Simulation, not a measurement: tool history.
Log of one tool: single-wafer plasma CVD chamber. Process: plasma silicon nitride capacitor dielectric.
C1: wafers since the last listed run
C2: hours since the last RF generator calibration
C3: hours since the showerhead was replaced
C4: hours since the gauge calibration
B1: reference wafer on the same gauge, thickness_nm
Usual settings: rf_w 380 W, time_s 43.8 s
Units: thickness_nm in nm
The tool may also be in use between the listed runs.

run 1 day=0.000 | rf_w=340 time_s=43.8 | C1=0 C2=907.7 C3=2339.7 C4=234.7 | B1=66.930 | thickness_nm=54.577
run 2 day=1.338 | rf_w=380 time_s=43.8 | C1=417 C2=939.8 C3=2371.8 C4=266.8 | B1=66.937 | thickness_nm=55.970
run 3 day=4.421 | rf_w=380 time_s=43.8 | C1=962 C2=1013.8 C3=2445.8 C4=340.8 | B1=66.918 | thickness_nm=55.680
run 4 day=5.729 | rf_w=380 time_s=43.8 | C1=408 C2=1045.2 C3=2477.2 C4=372.2 | B1=66.881 | thickness_nm=55.678
run 5 day=6.846 | rf_w=400 time_s=41.4 | C1=348 C2=1072.0 C3=2504.0 C4=399.0 | B1=66.895 | thickness_nm=53.308
run 6 day=7.408 | rf_w=400 time_s=41.4 | C1=175 C2=1085.5 C3=2517.5 C4=412.5 | B1=66.884 | thickness_nm=53.305
run 7 day=8.358 | rf_w=400 time_s=41.4 | C1=296 C2=1108.3 C3=2540.3 C4=435.3 | B1=66.935 | thickness_nm=53.497
run 8 day=9.112 | rf_w=380 time_s=47.2 | C1=235 C2=1126.4 C3=2558.4 C4=453.4 | B1=66.887 | thickness_nm=60.036
run 9 day=10.179 | rf_w=380 time_s=47.2 | C1=333 C2=1152.0 C3=2584.0 C4=479.0 | B1=66.846 | thickness_nm=59.770
run 10 day=11.129 | rf_w=380 time_s=43.8 | C1=296 C2=1174.8 C3=2606.8 C4=501.8 | B1=66.912 | thickness_nm=55.826
run 11 day=12.254 | rf_w=380 time_s=43.8 | C1=351 C2=1201.8 C3=2633.8 C4=528.8 | B1=66.947 | thickness_nm=55.423
run 12 day=12.767 | rf_w=380 time_s=43.8 | C1=160 C2=1214.1 C3=2646.1 C4=541.1 | B1=66.938 | thickness_nm=55.628
run 13 day=14.192 | rf_w=380 time_s=43.8 | C1=444 C2=1248.3 C3=2680.3 C4=575.3 | B1=66.984 | thickness_nm=55.355
run 14 day=14.933 | rf_w=380 time_s=43.8 | C1=231 C2=1266.1 C3=2698.1 C4=593.1 | B1=66.914 | thickness_nm=55.804
run 15 day=16.292 | rf_w=380 time_s=43.8 | C1=424 C2=1298.7 C3=2730.7 C4=625.7 | B1=66.860 | thickness_nm=55.663
run 16 day=17.362 | rf_w=380 time_s=43.8 | C1=334 C2=1324.4 C3=2756.4 C4=651.4 | B1=66.914 | thickness_nm=55.512
run 17 day=18.683 | rf_w=405 time_s=43.8 | C1=412 C2=1356.1 C3=2788.1 C4=683.1 | B1=66.910 | thickness_nm=56.393
run 18 day=20.008 | rf_w=405 time_s=43.8 | C1=413 C2=1387.9 C3=2819.9 C4=714.9 | B1=66.876 | thickness_nm=56.818
run 19 day=21.417 | rf_w=405 time_s=43.8 | C1=439 C2=1421.7 C3=2853.7 C4=748.7 | B1=66.916 | thickness_nm=56.710
run 20 day=22.867 | rf_w=380 time_s=47.9 | C1=452 C2=1456.5 C3=2888.5 C4=783.5 | B1=66.856 | thickness_nm=60.609
run 21 day=24.121 | rf_w=380 time_s=43.8 | C1=391 C2=1486.6 C3=2918.6 C4=813.6 | B1=66.803 | thickness_nm=55.640
-- day=24.171 gauge calibrated
run 22 day=25.250 | rf_w=325 time_s=47.3 | C1=352 C2=1513.7 C3=2945.7 C4=25.9 | B1=66.935 | thickness_nm=57.532
run 23 day=26.254 | rf_w=380 time_s=41.0 | C1=313 C2=1537.8 C3=2969.8 C4=50.0 | B1=66.819 | thickness_nm=52.116
run 24 day=27.367 | rf_w=380 time_s=43.8 | C1=347 C2=1564.5 C3=2996.5 C4=76.7 | B1=66.865 | thickness_nm=55.563
run 25 day=28.638 | rf_w=425 time_s=52.0 | C1=396 C2=1595.0 C3=3027.0 C4=107.2 | B1=66.882 | thickness_nm=67.903
run 26 day=30.104 | rf_w=380 time_s=43.8 | C1=457 C2=1630.2 C3=3062.2 C4=142.4 | B1=66.820 | thickness_nm=55.293
-- day=31.288 RF generator calibrated
run 27 day=32.129 | rf_w=410 time_s=35.2 | C1=528 C2=20.2 C3=3110.8 C4=191.0 | B1=66.853 | thickness_nm=46.063
run 28 day=32.796 | rf_w=380 time_s=43.8 | C1=208 C2=36.2 C3=3126.8 C4=207.0 | B1=66.866 | thickness_nm=56.321
run 29 day=33.992 | rf_w=440 time_s=46.8 | C1=373 C2=64.9 C3=3155.5 C4=235.7 | B1=66.878 | thickness_nm=62.220
run 30 day=35.121 | rf_w=380 time_s=43.8 | C1=352 C2=92.0 C3=3182.6 C4=262.8 | B1=66.864 | thickness_nm=56.162
-- day=35.475 showerhead replaced
run 31 day=35.629 | rf_w=380 time_s=43.8 | C1=54 C2=104.2 C3=3.7 C4=275.0 | B1=66.935 | thickness_nm=56.295
run 32 day=36.992 | rf_w=380 time_s=43.8 | C1=425 C2=136.9 C3=36.4 C4=307.7 | B1=66.906 | thickness_nm=56.530
run 33 day=37.871 | rf_w=400 time_s=41.4 | C1=274 C2=158.0 C3=57.5 C4=328.8 | B1=66.848 | thickness_nm=53.984
run 34 day=39.129 | rf_w=435 time_s=47.4 | C1=392 C2=188.2 C3=87.7 C4=359.0 | B1=66.922 | thickness_nm=63.211
run 35 day=40.329 | rf_w=315 time_s=51.6 | C1=374 C2=217.0 C3=116.5 C4=387.8 | B1=66.911 | thickness_nm=63.765
run 36 day=41.054 | rf_w=380 time_s=37.2 | C1=226 C2=234.4 C3=133.9 C4=405.2 | B1=66.893 | thickness_nm=47.927
run 37 day=42.246 | rf_w=380 time_s=43.8 | C1=372 C2=263.0 C3=162.5 C4=433.8 | B1=66.854 | thickness_nm=56.335
run 38 day=43.017 | rf_w=380 time_s=38.5 | C1=240 C2=281.5 C3=181.0 C4=452.3 | B1=66.913 | thickness_nm=49.546
run 39 day=44.071 | rf_w=415 time_s=49.3 | C1=329 C2=306.8 C3=206.3 C4=477.6 | B1=66.897 | thickness_nm=64.654
run 40 day=45.083 | rf_w=415 time_s=43.8 | C1=316 C2=331.1 C3=230.6 C4=501.9 | B1=66.911 | thickness_nm=57.580
run 41 day=46.212 | rf_w=345 time_s=52.5 | C1=352 C2=358.2 C3=257.7 C4=529.0 | B1=66.891 | thickness_nm=65.594
run 42 day=47.121 | rf_w=340 time_s=38.4 | C1=283 C2=380.0 C3=279.5 C4=550.8 | B1=66.905 | thickness_nm=47.871
run 43 day=47.729 | rf_w=380 time_s=37.7 | C1=189 C2=394.6 C3=294.1 C4=565.4 | B1=66.851 | thickness_nm=48.532
run 44 day=48.500 | rf_w=410 time_s=47.4 | C1=240 C2=413.1 C3=312.6 C4=583.9 | B1=66.899 | thickness_nm=61.835
run 45 day=49.942 | rf_w=415 time_s=49.3 | C1=450 C2=447.7 C3=347.2 C4=618.5 | B1=66.828 | thickness_nm=64.264

Some steps in thickness_nm between neighbouring runs. How much of each would the tool show without its hidden state too (settings, what came in, random variation), and how much is left for the hidden state, with any gauge scatter that isn't in both results?
The hidden state here: delivered RF power above the setpoint (%); gauge reads high (%).
Run 24 -> 25: rf_w 380 -> 425, time_s 43.8 -> 52.0. thickness_nm +12.340 nm: hidden state -0.244, all else +12.584.
Run 25 -> 26: rf_w 425 -> 380, time_s 52.0 -> 43.8. thickness_nm -12.610 nm: hidden state +0.207, all else -12.817.
Run 26 -> 27: rf_w 380 -> 410, time_s 43.8 -> 35.2, RF generator calibrated. thickness_nm -9.230 nm: hidden state +1.003, all else -10.233.
Run 35 -> 36: rf_w 315 -> 380, time_s 51.6 -> 37.2. thickness_nm -15.838 nm: hidden state +0.033, all else -15.871.
Run 38 -> 39: rf_w 380 -> 415, time_s 38.5 -> 49.3. thickness_nm +15.108 nm: hidden state -0.069, all else +15.177.
Run 41 -> 42: rf_w 345 -> 340, time_s 52.5 -> 38.4. thickness_nm -17.723 nm: hidden state +0.062, all else -17.785.
